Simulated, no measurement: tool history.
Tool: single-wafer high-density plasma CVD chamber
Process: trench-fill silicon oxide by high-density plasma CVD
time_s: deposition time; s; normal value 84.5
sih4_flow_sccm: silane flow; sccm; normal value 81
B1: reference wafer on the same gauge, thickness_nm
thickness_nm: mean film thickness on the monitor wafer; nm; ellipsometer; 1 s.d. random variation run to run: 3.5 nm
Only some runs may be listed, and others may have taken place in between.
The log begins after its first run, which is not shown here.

Run 2, hour 27.5: usual settings but time_s 95.9 s; B1 668.143. Result: thickness_nm 791.882 nm.
Run 3, hour 56.2: usual settings; B1 667.325. Result: thickness_nm 690.733 nm.
Run 4, hour 85.5: usual settings; B1 668.562. Result: thickness_nm 689.26 nm.
Run 5, hour 117.2: usual settings; B1 667.237. Result: thickness_nm 704.742 nm.
Run 6, hour 133.6: usual settings; B1 667.799. Result: thickness_nm 699.052 nm.
Run 7, hour 209.9: usual settings; B1 668.369. Result: thickness_nm 694.323 nm.
Run 8, hour 232: usual settings; B1 667.702. Result: thickness_nm 691.155 nm.
Run 9, hour 264.4: usual settings; B1 667.554. Result: thickness_nm 693.715 nm.
Run 10, hour 289.4: usual settings; B1 668.826. Result: thickness_nm 698.3 nm.
Run 11, hour 323.2: usual settings; B1 667.565. Result: thickness_nm 700.522 nm.
Run 12, hour 351.9: usual settings but sih4_flow_sccm 85 sccm; B1 667.589. Result: thickness_nm 719.192 nm.
Run 13, hour 378.5: usual settings but sih4_flow_sccm 85 sccm; B1 668.643. Result: thickness_nm 719.793 nm.
At hour 410.9: silane flow controller replaced.
Run 14, hour 447.7: usual settings but sih4_flow_sccm 93 sccm; B1 667.969. Result: thickness_nm 784.487 nm.
At hour 454.6: gauge calibrated.
Run 15, hour 470.8: usual settings but sih4_flow_sccm 93 sccm; B1 667.374. Result: thickness_nm 776.859 nm.
Run 16, hour 506.8: usual settings but sih4_flow_sccm 93 sccm; B1 667.036. Result: thickness_nm 779.625 nm.
Run 17, hour 536.1: usual settings; B1 668.422. Result: thickness_nm 695.109 nm.
Run 18, hour 559.2: usual settings; B1 667.668. Result: thickness_nm 696.415 nm.
Run 19, hour 586.1: usual settings but time_s 76.2 s, sih4_flow_sccm 88 sccm; B1 667.91. Result: thickness_nm 676.585 nm.
Run 20, hour 621.7: usual settings but time_s 71.2 s, sih4_flow_sccm 76 sccm; B1 668.788. Result: thickness_nm 556.925 nm.
Run 21, hour 651.7: usual settings but time_s 70.7 s, sih4_flow_sccm 73 sccm; B1 667.653. Result: thickness_nm 535.83 nm.
Run 22, hour 671.3: usual settings but time_s 76.2 s, sih4_flow_sccm 88 sccm; B1 667.807. Result: thickness_nm 664.95 nm.
Run 23, hour 702.3: usual settings but sih4_flow_sccm 91 sccm; B1 668.036. Result: thickness_nm 758.783 nm.
Run 24, hour 729.4: usual settings; B1 667.282. Result: thickness_nm 694.402 nm.

Run 25 comes next. What will it give?
Run 25, hour 747.5: usual settings; B1 ?. Result: thickness_nm ?.

Run 25 yielded B1 666.932, thickness_nm 692.732 nm.
Minus the tool's unlogged condition, the same run would have read thickness_nm 692.732 nm.
